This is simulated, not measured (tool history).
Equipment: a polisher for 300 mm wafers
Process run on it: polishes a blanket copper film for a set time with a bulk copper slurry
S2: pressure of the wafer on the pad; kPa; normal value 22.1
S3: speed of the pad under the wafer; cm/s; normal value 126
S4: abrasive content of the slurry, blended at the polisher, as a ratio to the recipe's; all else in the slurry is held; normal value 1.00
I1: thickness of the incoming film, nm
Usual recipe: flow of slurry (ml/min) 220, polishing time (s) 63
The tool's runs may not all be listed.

Run 1, hour 0.0: usual settings; I1 2937.2. Result: film removed (Å) 9697.
Run 2, hour 15.6: usual settings; I1 3028.8. Result: film removed (Å) 9579.
At hour 34.8: worn pad replaced by a new one.
Run 3, hour 35.3: usual settings; I1 2908.5. Result: film removed (Å) 9592.
Run 4, hour 41.5: usual settings; I1 2942.5. Result: film removed (Å) 9506.
At hour 47.0: head pressure recalibrated.
Run 5, hour 53.4: usual settings; I1 2959.1. Result: film removed (Å) 9522.
Run 6, hour 66.0: usual settings; I1 2988.3. Result: film removed (Å) 9572.
At hour 74.8: slurry blender recalibrated.
Run 7, hour 78.2: usual settings; I1 2960.8. Result: film removed (Å) 9537.
Run 8, hour 86.4: usual settings; I1 2996.6. Result: film removed (Å) 9359.
Run 9, hour 103.3: usual settings but flow of slurry (ml/min) 195, S3 102 cm/s; I1 2951.8. Result: film removed (Å) 7530.
Run 10, hour 116.6: usual settings; I1 2934.1. Result: film removed (Å) 9404.
Run 11, hour 127.7: usual settings; I1 2975.3. Result: film removed (Å) 9433.
Run 12, hour 138.4: usual settings but flow of slurry (ml/min) 250, polishing time (s) 44; I1 2964.5. Result: film removed (Å) 6791.
At hour 143.0: worn pad replaced by a new one.
Run 13, hour 145.1: usual settings but flow of slurry (ml/min) 195, S3 154 cm/s, S4 0.85, polishing time (s) 42; I1 2929.0. Result: film removed (Å) 7041.
Run 14, hour 161.7: usual settings but flow of slurry (ml/min) 190; I1 2993.1. Result: film removed (Å) 9088.
Run 15, hour 177.4: usual settings; I1 2937.6. Result: film removed (Å) 9236.
Run 16, hour 184.5: usual settings but polishing time (s) 53; I1 2973.9. Result: film removed (Å) 7909.
Run 17, hour 196.9: usual settings but S4 0.75; I1 2970.5. Result: film removed (Å) 8409.
Run 18, hour 209.9: usual settings but S4 0.90, polishing time (s) 42; I1 2987.4. Result: film removed (Å) 5951.
Run 19, hour 222.3: usual settings but flow of slurry (ml/min) 240, S4 0.90; I1 2908.9. Result: film removed (Å) 9037.
At hour 229.0: slurry nozzle cleaned.
At hour 239.6: worn pad replaced by a new one.
Run 20, hour 240.1: usual settings but flow of slurry (ml/min) 160; I1 2948.2. Result: film removed (Å) 9366.
Run 21, hour 242.9: usual settings but S2 20.0 kPa; I1 2974.4. Result: film removed (Å) 9078.
Run 22, hour 255.9: usual settings but flow of slurry (ml/min) 260, S3 84 cm/s, S4 0.85; I1 2981.3. Result: film removed (Å) 6346.
Run 23, hour 267.8: usual settings but S3 154 cm/s; I1 3003.3. Result: film removed (Å) 11874.
Run 24, hour 274.7: usual settings but flow of slurry (ml/min) 165, S2 26.2 kPa, S4 0.90, polishing time (s) 56; I1 2927.1. Result: film removed (Å) 9273.
Run 25, hour 286.8: usual settings but polishing time (s) 42; I1 2992.9. Result: film removed (Å) 6559.

Run 26 has not been measured yet. What should we expect?
Run 26, hour 293.9: usual settings but S4 1.10, polishing time (s) 71; I1 2958.3. Result: film removed (Å) ?.

{"run 26": {"film removed (Å)": 11366}}
Had the tool carried no hidden state, the very same run would have given film removed (Å) 11564.
